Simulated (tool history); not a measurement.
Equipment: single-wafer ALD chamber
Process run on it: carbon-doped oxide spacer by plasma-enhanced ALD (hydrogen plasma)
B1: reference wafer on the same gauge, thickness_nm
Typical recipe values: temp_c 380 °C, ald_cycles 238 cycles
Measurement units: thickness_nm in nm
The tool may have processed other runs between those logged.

run 1 hour=0.0 | temp_c=377 ald_cycles=238 | B1=13.540 | thickness_nm=12.908
run 2 hour=303.0 | temp_c=377 ald_cycles=238 | B1=13.477 | thickness_nm=12.843
run 3 hour=481.6 | temp_c=377 ald_cycles=238 | B1=13.460 | thickness_nm=12.746
run 4 hour=582.9 | temp_c=387 ald_cycles=271 | B1=13.428 | thickness_nm=14.535
run 5 hour=620.2 | temp_c=387 ald_cycles=271 | B1=13.434 | thickness_nm=14.454
run 6 hour=689.4 | temp_c=369 ald_cycles=238 | B1=13.417 | thickness_nm=12.695
run 7 hour=771.9 | temp_c=369 ald_cycles=238 | B1=13.396 | thickness_nm=12.694
run 8 hour=825.2 | temp_c=369 ald_cycles=238 | B1=13.373 | thickness_nm=12.687
run 9 hour=911.9 | temp_c=380 ald_cycles=238 | B1=13.344 | thickness_nm=12.652
-- hour=1053.1 thermocouple changed; heater temperature recalibrated
run 10 hour=1053.6 | temp_c=380 ald_cycles=238 | B1=13.315 | thickness_nm=12.689
run 11 hour=1089.9 | temp_c=380 ald_cycles=238 | B1=13.303 | thickness_nm=12.686
run 12 hour=1141.7 | temp_c=380 ald_cycles=238 | B1=13.289 | thickness_nm=12.644
run 13 hour=1208.7 | temp_c=380 ald_cycles=238 | B1=13.284 | thickness_nm=12.628
run 14 hour=1258.6 | temp_c=380 ald_cycles=238 | B1=13.264 | thickness_nm=12.548
run 15 hour=1312.0 | temp_c=380 ald_cycles=267 | B1=13.257 | thickness_nm=14.075
run 16 hour=1395.5 | temp_c=385 ald_cycles=238 | B1=13.232 | thickness_nm=12.588
-- hour=1424.8 gauge calibrated
run 17 hour=1482.5 | temp_c=371 ald_cycles=270 | B1=13.706 | thickness_nm=14.789
run 18 hour=1662.6 | temp_c=389 ald_cycles=210 | B1=13.720 | thickness_nm=11.499
run 19 hour=1829.5 | temp_c=380 ald_cycles=238 | B1=13.716 | thickness_nm=13.019
run 20 hour=1996.9 | temp_c=374 ald_cycles=238 | B1=13.712 | thickness_nm=13.022
run 21 hour=2098.8 | temp_c=373 ald_cycles=205 | B1=13.702 | thickness_nm=11.197
run 22 hour=2202.1 | temp_c=373 ald_cycles=238 | B1=13.691 | thickness_nm=12.980
run 23 hour=2254.6 | temp_c=395 ald_cycles=271 | B1=13.686 | thickness_nm=14.811
run 24 hour=2305.1 | temp_c=380 ald_cycles=238 | B1=13.676 | thickness_nm=13.019
run 25 hour=2404.2 | temp_c=392 ald_cycles=238 | B1=13.671 | thickness_nm=13.011
run 26 hour=2500.6 | temp_c=380 ald_cycles=282 | B1=13.652 | thickness_nm=15.430
run 27 hour=2565.0 | temp_c=394 ald_cycles=275 | B1=13.672 | thickness_nm=15.002
run 28 hour=2656.3 | temp_c=387 ald_cycles=226 | B1=13.630 | thickness_nm=12.268
run 29 hour=2751.6 | temp_c=380 ald_cycles=238 | B1=13.629 | thickness_nm=12.977
run 30 hour=2858.9 | temp_c=380 ald_cycles=238 | B1=13.622 | thickness_nm=12.878

Below are 4 alternative next runs, each starting from the tool's condition after run 30. Predict each:
run A hour=2859.7 | temp_c=380 ald_cycles=238 | B1=? | thickness_nm=?
run B hour=2859.7 | temp_c=371 ald_cycles=269 | B1=? | thickness_nm=?
run C hour=2859.7 | temp_c=366 ald_cycles=238 | B1=? | thickness_nm=?
run D hour=2859.7 | temp_c=380 ald_cycles=274 | B1=? | thickness_nm=?

run=A B1=13.611 thickness_nm=12.931
run=B B1=13.611 thickness_nm=14.615
run=C B1=13.611 thickness_nm=12.931
run=D B1=13.611 thickness_nm=14.886
Take away the tool's hidden state, keep each run's random variation, and the runs would have read:
run=A thickness_nm=13.007
run=B thickness_nm=14.701
run=C thickness_nm=13.007
run=D thickness_nm=14.974
